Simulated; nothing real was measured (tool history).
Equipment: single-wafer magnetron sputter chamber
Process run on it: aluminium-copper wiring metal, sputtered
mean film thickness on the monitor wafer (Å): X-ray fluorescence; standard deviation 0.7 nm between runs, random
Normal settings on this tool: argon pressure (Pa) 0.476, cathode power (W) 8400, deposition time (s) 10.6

run,day,argon pressure (Pa),cathode power (W),deposition time (s),wafers since the last listed run,wafers on the sputter target,hours since the last manometer calibration,hours since the magnet pack was replaced,hours since the gauge calibration,"read-back reference wafer on the same gauge, thickness_nm",mean film thickness on the monitor wafer (Å)
1,0.000,0.476,8400,10.6,0,196,2268.0,8142.2,42.0,153.095,1485.25
2,1.162,0.476,8400,10.6,746,942,2295.9,8170.1,69.9,153.154,1468.05
3,2.612,0.476,8400,10.6,931,1874,2330.7,8204.9,104.7,153.204,1453.96
4,3.988,0.476,8400,10.6,883,2757,2363.7,8237.9,137.7,152.873,1439.94
5,4.829,0.476,8400,10.6,540,3298,2383.9,8258.1,157.9,152.836,1433.41
# day 5.425: sputter target and shields replaced
6,5.479,0.476,8400,10.6,203,33,2399.5,8273.7,173.5,153.249,1355.66
7,6.046,0.476,8400,10.6,363,397,2413.1,8287.3,187.1,152.890,1349.58
8,6.808,0.476,8400,10.6,489,887,2431.4,8305.6,205.4,153.009,1353.70
# day 8.742: magnet pack replaced
# day 8.821: capacitance manometer re-zeroed and calibrated
9,9.942,0.476,8400,10.6,1745,2633,26.9,28.8,280.6,152.940,1316.45
# day 10.754: sputter target and shields replaced, repeated, since the last time left the tool worse
10,10.775,0.666,6400,10.6,321,13,46.9,48.8,300.6,152.899,1101.67
# day 11.754: gauge calibrated
11,14.250,0.476,8400,10.6,2231,2245,130.3,132.2,59.9,153.068,1450.10
12,15.692,0.476,8400,8.9,925,3171,164.9,166.8,94.5,152.772,1186.77
# day 17.412: sputter target and shields replaced
13,17.433,0.476,8400,10.6,904,12,206.7,208.6,136.3,153.149,1464.80
14,18.038,0.476,8400,10.6,388,400,221.2,223.1,150.8,153.000,1462.82
15,19.425,0.658,8400,10.6,891,1291,254.5,256.4,184.1,152.850,1333.75
16,20.404,0.663,7550,12.5,628,1920,278.0,279.9,207.6,152.885,1437.62
17,21.479,0.527,8950,12.6,690,2610,303.8,305.7,233.4,152.912,1743.64
18,22.358,0.389,9850,9.6,564,3175,324.9,326.8,254.5,152.789,1530.65

Forecast each of these 4 alternatives for the next run:
A,22.375,0.476,6500,10.6,10,3186,325.3,327.2,254.9,?,?
B,22.375,0.476,10100,10.6,10,3186,325.3,327.2,254.9,?,?
C,22.375,0.344,8400,10.0,10,3186,325.3,327.2,254.9,?,?
D,22.375,0.476,7050,8.7,10,3186,325.3,327.2,254.9,?,?

run,"read-back reference wafer on the same gauge, thickness_nm",mean film thickness on the monitor wafer (Å)
A,153.107,1175.88
B,153.107,1638.42
C,153.107,1431.48
D,153.107,1023.11
What these runs would have given with no unlogged condition in the tool:
run,mean film thickness on the monitor wafer (Å)
A,1224.57
B,1706.27
C,1490.75
D,1065.47
